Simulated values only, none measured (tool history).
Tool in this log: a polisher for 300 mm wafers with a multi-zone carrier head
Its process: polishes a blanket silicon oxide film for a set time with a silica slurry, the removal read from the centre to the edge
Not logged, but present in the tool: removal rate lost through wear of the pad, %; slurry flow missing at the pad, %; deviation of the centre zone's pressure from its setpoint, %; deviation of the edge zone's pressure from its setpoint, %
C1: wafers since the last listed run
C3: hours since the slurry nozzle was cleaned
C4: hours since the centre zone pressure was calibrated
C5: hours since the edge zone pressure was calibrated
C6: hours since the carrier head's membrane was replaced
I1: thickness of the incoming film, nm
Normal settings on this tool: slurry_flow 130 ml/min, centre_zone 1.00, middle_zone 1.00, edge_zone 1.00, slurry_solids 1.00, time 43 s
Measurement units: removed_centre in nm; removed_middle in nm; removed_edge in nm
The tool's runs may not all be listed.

Run 1, hour 0.0: usual settings but slurry_flow 145 ml/min, centre_zone 0.95; C1 0; wafers polished on this pad 1352; C3 60.0; C4 367.3; C5 264.6; C6 819.6; I1 1273.6. Result: removed_centre 108.0 nm, removed_middle 114.2 nm, removed_edge 112.5 nm.
At hour 19.7: worn pad replaced by a new one.
Run 2, hour 28.8: usual settings; C1 279; wafers polished on this pad 103; C3 88.8; C4 396.1; C5 293.4; C6 848.4; I1 1245.0. Result: removed_centre 110.0 nm, removed_middle 109.4 nm, removed_edge 110.4 nm.
Run 3, hour 120.2: usual settings; C1 1031; wafers polished on this pad 1134; C3 180.2; C4 487.5; C5 384.8; C6 939.8; I1 1260.5. Result: removed_centre 106.2 nm, removed_middle 107.3 nm, removed_edge 110.7 nm.
Run 4, hour 139.3: usual settings; C1 215; wafers polished on this pad 1349; C3 199.3; C4 506.6; C5 403.9; C6 958.9; I1 1259.3. Result: removed_centre 107.3 nm, removed_middle 107.0 nm, removed_edge 109.4 nm.
At hour 159.1: worn pad replaced by a new one.
Run 5, hour 226.6: usual settings but time 35 s; C1 939; wafers polished on this pad 761; C3 286.6; C4 593.9; C5 491.2; C6 1046.2; I1 1272.1. Result: removed_centre 83.8 nm, removed_middle 84.6 nm, removed_edge 87.3 nm.
Run 6, hour 247.9: usual settings but time 35 s; C1 240; wafers polished on this pad 1002; C3 307.9; C4 615.2; C5 512.5; C6 1067.5; I1 1248.9. Result: removed_centre 86.1 nm, removed_middle 83.8 nm, removed_edge 86.8 nm.
At hour 250.6: centre zone pressure recalibrated.
Run 7, hour 262.4: usual settings; C1 141; wafers polished on this pad 1143; C3 322.4; C4 11.8; C5 527.0; C6 1082.0; I1 1275.9. Result: removed_centre 100.0 nm, removed_middle 102.5 nm, removed_edge 104.6 nm.
At hour 273.0: carrier head's membrane replaced by a new one.
Run 8, hour 286.1: usual settings but middle_zone 0.88, edge_zone 0.88, time 37 s; C1 210; wafers polished on this pad 1354; C3 346.1; C4 35.5; C5 550.7; C6 13.1; I1 1264.0. Result: removed_centre 86.9 nm, removed_middle 77.9 nm, removed_edge 86.0 nm.
At hour 294.6: edge zone pressure recalibrated.
Run 9, hour 311.5: usual settings; C1 263; wafers polished on this pad 1618; C3 371.5; C4 60.9; C5 16.9; C6 38.5; I1 1238.9. Result: removed_centre 100.8 nm, removed_middle 100.1 nm, removed_edge 102.7 nm.
At hour 322.0: worn pad replaced by a new one.
Run 10, hour 345.6: usual settings but slurry_flow 165 ml/min, slurry_solids 0.90; C1 339; wafers polished on this pad 265; C3 405.6; C4 95.0; C5 51.0; C6 72.6; I1 1282.3. Result: removed_centre 100.7 nm, removed_middle 96.7 nm, removed_edge 99.9 nm.
Run 11, hour 366.6: usual settings but slurry_solids 0.75; C1 236; wafers polished on this pad 502; C3 426.6; C4 116.0; C5 72.0; C6 93.6; I1 1274.3. Result: removed_centre 75.3 nm, removed_middle 76.9 nm, removed_edge 80.9 nm.
At hour 380.0: slurry nozzle cleaned.
Run 12, hour 393.2: usual settings but slurry_flow 145 ml/min, middle_zone 1.05; C1 288; wafers polished on this pad 791; C3 13.2; C4 142.6; C5 98.6; C6 120.2; I1 1253.6. Result: removed_centre 115.8 nm, removed_middle 119.3 nm, removed_edge 111.9 nm.
Run 13, hour 412.1: usual settings but slurry_flow 160 ml/min, middle_zone 1.07, edge_zone 1.03; C1 213; wafers polished on this pad 1004; C3 32.1; C4 161.5; C5 117.5; C6 139.1; I1 1266.2. Result: removed_centre 116.7 nm, removed_middle 123.5 nm, removed_edge 117.6 nm.
Run 14, hour 436.4: usual settings; C1 274; wafers polished on this pad 1278; C3 56.4; C4 185.8; C5 141.8; C6 163.4; I1 1271.3. Result: removed_centre 111.4 nm, removed_middle 110.9 nm, removed_edge 114.4 nm.
At hour 459.8: worn pad replaced by a new one.
Run 15, hour 467.6: usual settings but edge_zone 0.90, slurry_solids 0.75, time 37 s; C1 306; wafers polished on this pad 87; C3 87.6; C4 217.0; C5 173.0; C6 194.6; I1 1254.3. Result: removed_centre 74.6 nm, removed_middle 73.6 nm, removed_edge 71.7 nm.

Run 16, settings as shown, results not yet in. Your forecast:
Run 16, hour 486.0: usual settings but slurry_flow 115 ml/min, middle_zone 0.97; C1 207; wafers polished on this pad 295; C3 106.0; C4 235.4; C5 191.4; C6 213.0; I1 1274.3. Result: removed_centre ?, removed_middle ?, removed_edge ?.

removed_centre: 106.6 nm
removed_middle: 103.3 nm
removed_edge: 107.7 nm
With no hidden state in the tool, this same run would have given removed_centre 110.1 nm, removed_middle 106.3 nm, removed_edge 109.9 nm.
